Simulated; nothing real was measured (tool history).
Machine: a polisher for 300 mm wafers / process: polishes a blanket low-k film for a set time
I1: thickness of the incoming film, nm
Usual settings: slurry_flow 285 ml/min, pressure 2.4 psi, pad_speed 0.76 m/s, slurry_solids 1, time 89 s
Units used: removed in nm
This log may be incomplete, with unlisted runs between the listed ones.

Run 1, hour 0: usual settings; I1 657.7. Result: removed 32 nm.
Run 2, hour 8.9: usual settings; I1 644.4. Result: removed 30.8 nm.
Run 3, hour 26.6: usual settings; I1 640.6. Result: removed 30.1 nm.
Run 4, hour 37.4: usual settings; I1 652.5. Result: removed 29.6 nm.
At hour 44.1: worn pad replaced by a new one.
Run 5, hour 50: usual settings but pad_speed 0.84 m/s; I1 663.1. Result: removed 34.1 nm.
Run 6, hour 62.4: usual settings; I1 653. Result: removed 31.6 nm.
Run 7, hour 71.2: usual settings but slurry_flow 325 ml/min, pressure 1.8 psi; I1 657.1. Result: removed 25 nm.
Run 8, hour 85.1: usual settings but slurry_flow 325 ml/min, pressure 1.8 psi; I1 661.2. Result: removed 24.1 nm.
At hour 98.5: head pressure recalibrated.
Run 9, hour 99: usual settings but slurry_flow 325 ml/min, pressure 1.8 psi; I1 650.7. Result: removed 23.4 nm.
At hour 105.1: worn pad replaced by a new one.
Run 10, hour 116.6: usual settings; I1 647.8. Result: removed 30.5 nm.
Run 11, hour 127.6: usual settings; I1 651.4. Result: removed 29.6 nm.
At hour 133.1: slurry blender recalibrated.
Run 12, hour 143.8: usual settings but pressure 1.8 psi, time 107 s; I1 658.5. Result: removed 30 nm.
At hour 177.6: worn pad replaced by a new one.
Run 13, hour 178.1: usual settings but slurry_flow 355 ml/min, pressure 3.1 psi, pad_speed 0.64 m/s, time 106 s; I1 645.7. Result: removed 42.9 nm.
At hour 187.2: conditioning disc replaced and pad reconditioned.
Run 14, hour 187.7: usual settings but slurry_solids 0.75; I1 651.1. Result: removed 29.4 nm.
At hour 190.8: slurry nozzle cleaned.
Run 15, hour 198.5: usual settings but pad_speed 0.56 m/s; I1 640.6. Result: removed 26.1 nm.
Run 16, hour 212.5: usual settings; I1 660.3. Result: removed 31.1 nm.
Run 17, hour 229.5: usual settings but slurry_flow 360 ml/min, pressure 2.7 psi, slurry_solids 0.9, time 97 s; I1 646.6. Result: removed 35.9 nm.
At hour 240.3: worn pad replaced by a new one.
Run 18, hour 241.4: usual settings; I1 653.7. Result: removed 32.5 nm.
Run 19, hour 252: usual settings; I1 647.2. Result: removed 32.2 nm.
Run 20, hour 266.7: usual settings but slurry_flow 360 ml/min, pressure 2.9 psi, pad_speed 0.66 m/s, slurry_solids 1.2; I1 645.7. Result: removed 36.7 nm.
Run 21, hour 274.6: usual settings but slurry_solids 1.25, time 110 s; I1 657.4. Result: removed 41.1 nm.
Run 22, hour 290.8: usual settings but slurry_flow 355 ml/min, pressure 2.1 psi; I1 651.3. Result: removed 27.9 nm.
At hour 295.3: worn pad replaced by a new one.
Run 23, hour 296.8: usual settings but pressure 1.8 psi, pad_speed 0.64 m/s; I1 655.4. Result: removed 22.9 nm.
Run 24, hour 318.1: usual settings but slurry_flow 225 ml/min, pressure 2.1 psi, slurry_solids 0.75, time 112 s; I1 649.1. Result: removed 31.5 nm.

3 ways to go on from here, each from the tool as it stands after run 24. What would each give?
Run A, hour 318.5: usual settings; I1 659.8. Result: removed ?.
Run B, hour 318.5: usual settings but slurry_flow 215 ml/min, pressure 2.9 psi, pad_speed 0.9 m/s, time 111 s; I1 659.8. Result: removed ?.
Run C, hour 318.5: usual settings but slurry_solids 0.8, time 73 s; I1 659.8. Result: removed ?.

run  removed
  A     31.9
  B     50.6
  C     24.4
Without the tool's unlogged condition, the same runs would have read:
run  removed
  A     33.8
  B     53.5
  C     25.9
